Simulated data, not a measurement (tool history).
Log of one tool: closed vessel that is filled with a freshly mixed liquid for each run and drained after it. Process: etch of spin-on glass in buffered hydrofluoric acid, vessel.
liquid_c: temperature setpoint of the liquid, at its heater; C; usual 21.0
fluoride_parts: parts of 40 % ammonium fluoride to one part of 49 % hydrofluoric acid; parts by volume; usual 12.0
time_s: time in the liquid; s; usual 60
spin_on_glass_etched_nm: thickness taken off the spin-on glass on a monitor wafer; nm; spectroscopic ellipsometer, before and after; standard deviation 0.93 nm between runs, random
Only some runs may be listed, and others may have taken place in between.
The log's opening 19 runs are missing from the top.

| run | hour | liquid_c | fluoride_parts | time_s | read-back film thickness of the spin-on glass reference wafer, read on the same gauge (nm) | spin_on_glass_etched_nm |
|---|---|---|---|---|---|---|
| 20 | 477.8 | 24.5 | 12.0 | 80 | 50.02 | 148.49 |
|  | 488.4 | thermometer replaced |
| 21 | 499.6 | 21.0 | 12.0 | 35 | 49.97 | 62.92 |
| 22 | 521.0 | 21.0 | 12.0 | 50 | 50.00 | 88.98 |
| 23 | 549.7 | 26.0 | 14.0 | 90 | 49.99 | 181.20 |
|  | 599.7 | hydrofluoric acid flow meter replaced |
| 24 | 641.4 | 21.0 | 12.0 | 70 | 49.98 | 122.77 |
| 25 | 675.7 | 21.0 | 12.0 | 60 | 50.00 | 106.91 |
| 26 | 688.0 | 21.0 | 8.5 | 60 | 49.99 | 144.35 |
| 27 | 721.9 | 21.0 | 10.0 | 40 | 50.01 | 85.00 |
| 28 | 753.0 | 21.0 | 12.0 | 45 | 50.01 | 79.39 |

Forecast run 29:
| 29 | 765.2 | 21.0 | 12.0 | 30 | ? | ? |

{"run 29": {"read-back film thickness of the spin-on glass reference wafer, read on the same gauge (nm)": 50.01, "spin_on_glass_etched_nm": 53.25}}
The same run, on a tool lacking any hidden state, would have yielded spin_on_glass_etched_nm 54.05 nm.
